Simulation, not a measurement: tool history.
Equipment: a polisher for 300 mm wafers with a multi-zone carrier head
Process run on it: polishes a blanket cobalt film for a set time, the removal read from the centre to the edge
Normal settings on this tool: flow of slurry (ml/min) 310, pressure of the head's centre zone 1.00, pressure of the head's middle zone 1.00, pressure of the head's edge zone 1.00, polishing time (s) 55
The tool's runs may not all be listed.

run,day,flow of slurry (ml/min),pressure of the head's centre zone,pressure of the head's middle zone,pressure of the head's edge zone,polishing time (s),"incoming thickness of the incoming film, nm",film removed at the wafer's centre (angstrom),film removed at mid-radius (angstrom),film removed at the wafer's edge (angstrom)
1,0.000,310,1.00,1.00,1.00,55,1469.1,2175,2165,2060
2,0.275,310,1.00,1.00,1.00,55,1469.4,2204,2164,2129
3,0.567,310,1.00,1.00,1.00,55,1475.6,2129,2139,2132
4,1.238,310,1.00,1.00,1.00,55,1444.1,2177,2172,2092
# day 1.858: carrier head's membrane replaced by a new one
# day 1.992: worn pad replaced by a new one
5,2.012,310,1.00,1.00,1.00,55,1437.9,2194,2192,2033
# day 2.104: edge zone pressure recalibrated
6,2.396,310,1.00,1.00,1.00,55,1478.6,2202,2137,2102
7,2.867,310,1.00,1.00,1.00,55,1468.0,2214,2143,2083
# day 3.379: slurry nozzle cleaned
8,3.512,310,1.00,1.00,1.00,55,1453.1,2196,2149,2124
9,3.862,310,1.00,1.00,1.00,67,1437.0,2709,2604,2533
# day 4.250: centre zone pressure recalibrated
10,4.283,310,1.00,1.00,1.00,55,1449.0,2094,2145,2112
11,4.675,310,1.00,1.00,1.00,55,1480.6,2072,2181,2126
# day 4.896: worn pad replaced by a new one
12,5.250,405,1.00,1.00,1.09,55,1456.0,2170,2215,2172
13,5.554,310,1.03,1.00,1.11,65,1440.9,2565,2527,2576
14,5.867,310,1.00,0.95,1.00,55,1458.1,2106,2083,2136
15,6.171,310,1.00,1.00,1.00,55,1461.1,2082,2191,2150
16,7.471,250,1.00,1.00,1.00,55,1467.8,2023,2109,2047
17,7.983,310,1.00,1.00,0.94,55,1469.1,2099,2147,2041
# day 8.379: worn pad replaced by a new one
18,9.162,310,0.95,1.00,0.90,40,1470.9,1432,1556,1437
19,9.729,310,1.00,1.00,1.00,38,1446.1,1460,1477,1424
20,10.275,270,0.91,1.08,1.00,65,1477.3,2201,2714,2398
21,10.896,365,1.04,1.10,1.07,55,1467.6,2245,2377,2185
# day 11.550: worn pad replaced by a new one
22,11.571,365,0.91,1.00,0.96,65,1449.5,2275,2572,2451
23,12.079,310,1.00,1.00,1.00,55,1462.4,2128,2139,2124

What was the tool's hidden state at every run in the log?
removal rate lost through wear of the pad, %: 0 across all the runs
slurry flow missing at the pad, %: 0 across all the runs
deviation of the edge zone's pressure from its setpoint, %: 0 across all the runs
H1: deviation of the centre zone's pressure from its setpoint, %
run,H1
1,4.29
2,4.44
3,4.6
4,4.98
5,5.44
6,5.67
7,5.95
8,6.35
9,6.57
10,1.3
11,1.3
12,1.31
13,1.32
14,1.33
15,1.34
16,1.42
17,1.46
18,1.57
19,1.63
20,1.7
21,1.79
22,1.89
23,1.98
